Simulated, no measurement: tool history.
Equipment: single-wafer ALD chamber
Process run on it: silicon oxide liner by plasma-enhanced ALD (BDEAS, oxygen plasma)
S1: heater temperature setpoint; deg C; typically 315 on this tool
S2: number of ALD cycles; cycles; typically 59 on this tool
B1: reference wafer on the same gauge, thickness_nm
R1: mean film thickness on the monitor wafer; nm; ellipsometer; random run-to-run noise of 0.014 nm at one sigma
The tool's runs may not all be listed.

Run 1, hour 0: usual settings but S1 321 deg C, S2 52 cycles; B1 5.769. Result: R1 4.892 nm.
Run 2, hour 28.6: usual settings but S1 321 deg C, S2 52 cycles; B1 5.772. Result: R1 4.902 nm.
Run 3, hour 95.4: usual settings; B1 5.763. Result: R1 5.578 nm.
Run 4, hour 147: usual settings; B1 5.779. Result: R1 5.586 nm.
Run 5, hour 188.6: usual settings; B1 5.771. Result: R1 5.61 nm.
Run 6, hour 256.9: usual settings but S2 64 cycles; B1 5.767. Result: R1 6.066 nm.
Run 7, hour 299.2: usual settings but S2 64 cycles; B1 5.772. Result: R1 6.095 nm.
Run 8, hour 368.9: usual settings but S2 64 cycles; B1 5.776. Result: R1 6.087 nm.
Run 9, hour 395.7: usual settings; B1 5.775. Result: R1 5.622 nm.
Run 10, hour 452.2: usual settings but S2 68 cycles; B1 5.77. Result: R1 6.461 nm.
Run 11, hour 485.8: usual settings but S2 68 cycles; B1 5.774. Result: R1 6.479 nm.
Run 12, hour 539.3: usual settings but S2 68 cycles; B1 5.772. Result: R1 6.489 nm.
Run 13, hour 566: usual settings but S1 323 deg C, S2 63 cycles; B1 5.767. Result: R1 5.911 nm.
Run 14, hour 621.7: usual settings; B1 5.774. Result: R1 5.617 nm.
Run 15, hour 678.4: usual settings but S2 62 cycles; B1 5.77. Result: R1 5.9 nm.
Run 16, hour 749.1: usual settings but S2 62 cycles; B1 5.762. Result: R1 5.873 nm.
Run 17, hour 786.6: usual settings but S2 51 cycles; B1 5.77. Result: R1 4.854 nm.
Run 18, hour 816.5: usual settings but S2 51 cycles; B1 5.772. Result: R1 4.871 nm.
Run 19, hour 847.1: usual settings but S1 303 deg C, S2 52 cycles; B1 5.772. Result: R1 5.075 nm.
Run 20, hour 903.7: usual settings but S2 48 cycles; B1 5.77. Result: R1 4.554 nm.
Run 21, hour 956.7: usual settings; B1 5.777. Result: R1 5.607 nm.
Run 22, hour 1018: usual settings but S2 48 cycles; B1 5.772. Result: R1 4.531 nm.
Run 23, hour 1047.5: usual settings but S1 327 deg C, S2 49 cycles; B1 5.768. Result: R1 4.551 nm.
Run 24, hour 1112.7: usual settings but S1 321 deg C, S2 66 cycles; B1 5.776. Result: R1 6.172 nm.
Run 25, hour 1154.7: usual settings but S2 69 cycles; B1 5.764. Result: R1 6.519 nm.
Run 26, hour 1220: usual settings but S2 64 cycles; B1 5.768. Result: R1 6.054 nm.
Run 27, hour 1280.1: usual settings; B1 5.764. Result: R1 5.594 nm.
Run 28, hour 1350.1: usual settings but S1 305 deg C; B1 5.768. Result: R1 5.69 nm.
Run 29, hour 1386: usual settings but S2 67 cycles; B1 5.768. Result: R1 6.309 nm.
Run 30, hour 1445.4: usual settings but S1 328 deg C; B1 5.77. Result: R1 5.466 nm.
Run 31, hour 1482: usual settings; B1 5.772. Result: R1 5.599 nm.
Run 32, hour 1520.5: usual settings but S1 306 deg C; B1 5.77. Result: R1 5.672 nm.
Run 33, hour 1575.4: usual settings but S2 54 cycles; B1 5.761. Result: R1 5.102 nm.
Run 34, hour 1636.1: usual settings but S1 320 deg C; B1 5.77. Result: R1 5.539 nm.
Run 35, hour 1703.1: usual settings; B1 5.77. Result: R1 5.6 nm.
Run 36, hour 1728.4: usual settings but S1 325 deg C, S2 50 cycles; B1 5.765. Result: R1 4.66 nm.
Run 37, hour 1770.3: usual settings but S1 301 deg C, S2 68 cycles; B1 5.773. Result: R1 6.684 nm.

The log once held 2 entries between its listed runs, left out of this copy. Where does each go, and what is different about the tool's unlogged condition between the listed run before it and the listed run after it?
Run 14 -> run 15: gauge calibrated (hour 626.2)
  wafer temperature above the value expected at the setpoint (K): -5.32 -> -5.37
  measured minus no-state result, R1: +0.048 -> +0.051 nm
Run 21 -> run 22: thermocouple changed; heater temperature recalibrated (hour 991.1)
  wafer temperature above the value expected at the setpoint (K): -5.57 -> 0.0576
  measured minus no-state result, R1: +0.051 -> -0.001 nm
